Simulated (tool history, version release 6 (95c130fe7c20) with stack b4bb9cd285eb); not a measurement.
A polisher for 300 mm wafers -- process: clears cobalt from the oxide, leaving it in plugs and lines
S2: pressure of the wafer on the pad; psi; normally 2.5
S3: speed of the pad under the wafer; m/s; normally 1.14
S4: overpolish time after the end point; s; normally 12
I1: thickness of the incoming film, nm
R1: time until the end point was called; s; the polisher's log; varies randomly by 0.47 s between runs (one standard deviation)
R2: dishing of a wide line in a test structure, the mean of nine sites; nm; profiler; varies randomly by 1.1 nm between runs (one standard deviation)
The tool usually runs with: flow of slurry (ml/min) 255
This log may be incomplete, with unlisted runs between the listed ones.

Run 1, hour 0.0: usual settings; I1 315.2. Result: R1 47.8 s, R2 53.5 nm.
Run 2, hour 30.6: usual settings; I1 317.9. Result: R1 48.5 s, R2 55.6 nm.
Run 3, hour 90.2: usual settings; I1 320.9. Result: R1 48.3 s, R2 52.9 nm.
Run 4, hour 157.5: usual settings; I1 316.9. Result: R1 48.9 s, R2 57.2 nm.
Run 5, hour 187.8: usual settings but S2 2.7 psi; I1 315.8. Result: R1 45.6 s, R2 56.5 nm.
Run 6, hour 228.3: usual settings but S2 2.7 psi; I1 318.0. Result: R1 46.2 s, R2 55.6 nm.
Run 7, hour 281.5: usual settings; I1 316.2. Result: R1 47.8 s, R2 54.1 nm.
At hour 286.4: worn pad replaced by a new one.
At hour 301.7: slurry nozzle cleaned.
Run 8, hour 324.8: usual settings; I1 320.2. Result: R1 50.3 s, R2 53.9 nm.
Run 9, hour 361.8: usual settings; I1 314.8. Result: R1 48.5 s, R2 52.8 nm.
Run 10, hour 430.6: usual settings; I1 319.3. Result: R1 50.1 s, R2 54.6 nm.
Run 11, hour 488.5: usual settings but S2 1.9 psi; I1 324.1. Result: R1 58.2 s, R2 49.8 nm.
Run 12, hour 534.6: usual settings but S2 1.9 psi; I1 319.8. Result: R1 59.1 s, R2 48.4 nm.
Run 13, hour 567.0: usual settings but S2 1.9 psi; I1 324.4. Result: R1 59.3 s, R2 49.3 nm.
Run 14, hour 622.6: usual settings; I1 319.1. Result: R1 50.6 s, R2 52.1 nm.
At hour 641.4: worn pad replaced by a new one.
Run 15, hour 652.8: usual settings; I1 320.8. Result: R1 49.5 s, R2 53.0 nm.
Run 16, hour 681.9: usual settings but S2 2.8 psi, S3 1.42 m/s; I1 323.9. Result: R1 38.9 s, R2 62.1 nm.
At hour 725.0: slurry nozzle cleaned, repeated, since the last time left the tool worse.
Run 17, hour 746.2: usual settings; I1 323.0. Result: R1 48.0 s, R2 53.8 nm.
Run 18, hour 779.9: usual settings but flow of slurry (ml/min) 180, S4 5 s; I1 317.2. Result: R1 49.5 s, R2 28.2 nm.
Run 19, hour 846.9: usual settings; I1 324.9. Result: R1 49.3 s, R2 56.4 nm.
Run 20, hour 890.6: usual settings but flow of slurry (ml/min) 220, S3 0.82 m/s, S4 6 s; I1 325.2. Result: R1 68.8 s, R2 24.6 nm.
Run 21, hour 923.3: usual settings but S2 2.9 psi, S3 1.32 m/s; I1 320.2. Result: R1 38.5 s, R2 62.6 nm.
Run 22, hour 954.3: usual settings but flow of slurry (ml/min) 320, S4 14 s; I1 317.0. Result: R1 47.3 s, R2 58.5 nm.

What does the tool deliver on the next run?
At hour 963.8: worn pad replaced by a new one.
At hour 980.6: head pressure recalibrated.
Run 23, hour 1024.3: usual settings; I1 322.4. Result: R1 ?, R2 ?.

Run 23 produced R1 49.4 s, R2 52.4 nm.
Minus the tool's unlogged condition, the same run would have read R1 48.7 s, R2 52.9 nm.
